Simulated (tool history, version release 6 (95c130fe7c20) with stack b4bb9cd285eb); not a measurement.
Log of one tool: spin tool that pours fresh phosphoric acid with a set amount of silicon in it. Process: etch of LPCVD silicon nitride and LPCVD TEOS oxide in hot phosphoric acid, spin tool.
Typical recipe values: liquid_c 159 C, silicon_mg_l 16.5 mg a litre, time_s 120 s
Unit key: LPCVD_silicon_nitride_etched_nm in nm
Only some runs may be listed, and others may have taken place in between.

| run | hour | liquid_c | silicon_mg_l | time_s | read-back film thickness of the LPCVD silicon nitride reference wafer, read on the same gauge (nm) | LPCVD_silicon_nitride_etched_nm |
|---|---|---|---|---|---|---|
| 1 | 0 | 159 | 16.5 | 120 | 150.04 | 8.73 |
| 2 | 6.1 | 159 | 16.5 | 120 | 150.01 | 8.67 |
|  | 11.7 | gauge calibrated |
| 3 | 23.7 | 157.5 | 16.5 | 120 | 149.98 | 8.3 |
| 4 | 33.1 | 157.5 | 16.5 | 120 | 150.01 | 8.27 |
| 5 | 43.4 | 157.5 | 16.5 | 120 | 149.98 | 8.3 |
| 6 | 59 | 159 | 16.5 | 120 | 150 | 8.68 |
| 7 | 69.4 | 159 | 16.5 | 120 | 150.01 | 8.7 |
|  | 71.2 | thermometer replaced |
| 8 | 81.6 | 159 | 16.5 | 120 | 149.98 | 8.14 |
| 9 | 98.6 | 159 | 16.5 | 140 | 150.04 | 9.56 |
| 10 | 112.8 | 159 | 16.5 | 120 | 149.98 | 8.15 |
| 11 | 126.1 | 159 | 16.5 | 75 | 150.02 | 5.1 |
| 12 | 135 | 159 | 16.5 | 140 | 150 | 9.55 |
| 13 | 142.8 | 159 | 7.5 | 120 | 149.97 | 8.18 |
| 14 | 150.9 | 161.5 | 29 | 120 | 150 | 8.93 |
|  | 151.9 | gauge calibrated |
| 15 | 162.9 | 158 | 28.5 | 185 | 150.01 | 12.17 |
|  | 165.5 | dissolved silicon flow meter replaced |
|  | 166.4 | heated supply line repaired |
| 16 | 174.9 | 159 | 16.5 | 120 | 150.01 | 9.33 |
| 17 | 188 | 162 | 20 | 85 | 150.01 | 7.29 |
| 18 | 204.8 | 162 | 21.5 | 75 | 150.01 | 6.4 |
| 19 | 212 | 157.5 | 16.5 | 120 | 149.98 | 8.79 |

Give the tool's hidden conditions for every run:
dissolved silicon flow above the setpoint (%): 0 across all the runs
gauge reads high (%): 0 across all the runs
H1: liquid hotter than its thermometer reads (K)
H2: temperature lost on the way to the wafer (K)
| run | H1 | H2 |
|---|---|---|
| 1 | 1.72 | 3.5 |
| 2 | 1.74 | 3.51 |
| 3 | 1.78 | 3.55 |
| 4 | 1.8 | 3.57 |
| 5 | 1.83 | 3.6 |
| 6 | 1.86 | 3.63 |
| 7 | 1.89 | 3.66 |
| 8 | 0.166 | 3.68 |
| 9 | 0.206 | 3.72 |
| 10 | 0.24 | 3.75 |
| 11 | 0.272 | 3.78 |
| 12 | 0.294 | 3.8 |
| 13 | 0.312 | 3.82 |
| 14 | 0.332 | 3.84 |
| 15 | 0.36 | 3.87 |
| 16 | 0.389 | 0.155 |
| 17 | 0.421 | 0.185 |
| 18 | 0.461 | 0.222 |
| 19 | 0.478 | 0.238 |

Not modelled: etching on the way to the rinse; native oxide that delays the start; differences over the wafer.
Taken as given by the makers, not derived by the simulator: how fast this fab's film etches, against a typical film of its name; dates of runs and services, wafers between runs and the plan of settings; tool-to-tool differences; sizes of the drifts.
